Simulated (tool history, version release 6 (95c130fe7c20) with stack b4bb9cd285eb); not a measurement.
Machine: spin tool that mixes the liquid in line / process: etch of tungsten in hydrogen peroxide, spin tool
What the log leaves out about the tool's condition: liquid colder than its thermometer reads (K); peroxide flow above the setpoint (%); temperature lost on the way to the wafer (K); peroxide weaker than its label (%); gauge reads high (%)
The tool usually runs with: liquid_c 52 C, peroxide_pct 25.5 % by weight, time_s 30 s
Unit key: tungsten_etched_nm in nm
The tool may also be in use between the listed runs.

run,day,liquid_c,peroxide_pct,time_s,wafers since the last listed run,hours since the thermometer was replaced,hours since the peroxide flow meter was replaced,hours since the heated supply line was repaired,hours since the drum of peroxide was connected,hours since the gauge calibration,"read-back film thickness of the tungsten reference wafer, read on the same gauge (nm)",tungsten_etched_nm
1,0,52,25.5,30,0,2020.8,321.7,3118.1,422.3,170.2,111.86,105.2
2,1.654,52,25.5,30,531,2060.5,361.4,3157.8,462,209.9,112.07,104.21
3,4.146,52,25.5,30,800,2120.3,421.2,3217.6,521.8,269.7,112.39,104.53
4,5.45,55.5,25.5,30,418,2151.6,452.5,3248.9,553.1,301,112.56,128.37
5,6.767,55.5,25.5,30,422,2183.2,484.1,3280.5,584.7,332.6,112.65,128.49
6,8.433,52,24,30,535,2223.2,524.1,3320.5,624.7,372.6,112.78,101.49
7,10.471,52,24,30,654,2272.1,573,3369.4,673.6,421.5,112.88,101.3
8,12.55,52,25.5,30,667,2322,622.9,3419.3,723.5,471.4,113.02,105.93
9,15.042,52,25.5,30,800,2381.8,682.7,3479.1,783.3,531.2,113.15,106.36
10,16.179,48,25.5,30,365,2409.1,710,3506.4,810.6,558.5,113.2,83.35
11,17.725,48,25.5,30,496,2446.2,747.1,3543.5,847.7,595.6,113.23,82.11
# day 18.129: heated supply line repaired
12,20.2,48,25.5,30,781,2505.6,806.5,49.7,907.1,655,113.31,82.66
# day 22.488: gauge calibrated
# day 22.904: thermometer replaced
13,23.125,52,30,30,925,5.3,876.7,119.9,977.3,15.3,110.74,112.47
14,25.133,52,23.5,20,644,53.5,924.9,168.1,1025.5,63.5,111.27,66.76

Estimate the outcome of run 15 from the log above:
15,26.504,52,20,30,440,86.4,957.8,201,1058.4,96.4,?,?

Run 15 came out at read-back film thickness of the tungsten reference wafer, read on the same gauge (nm) 111.63, tungsten_etched_nm 92.13 nm.
Were there no unlogged condition in the tool, this run, its random variation unchanged, would have produced tungsten_etched_nm 90.8 nm.
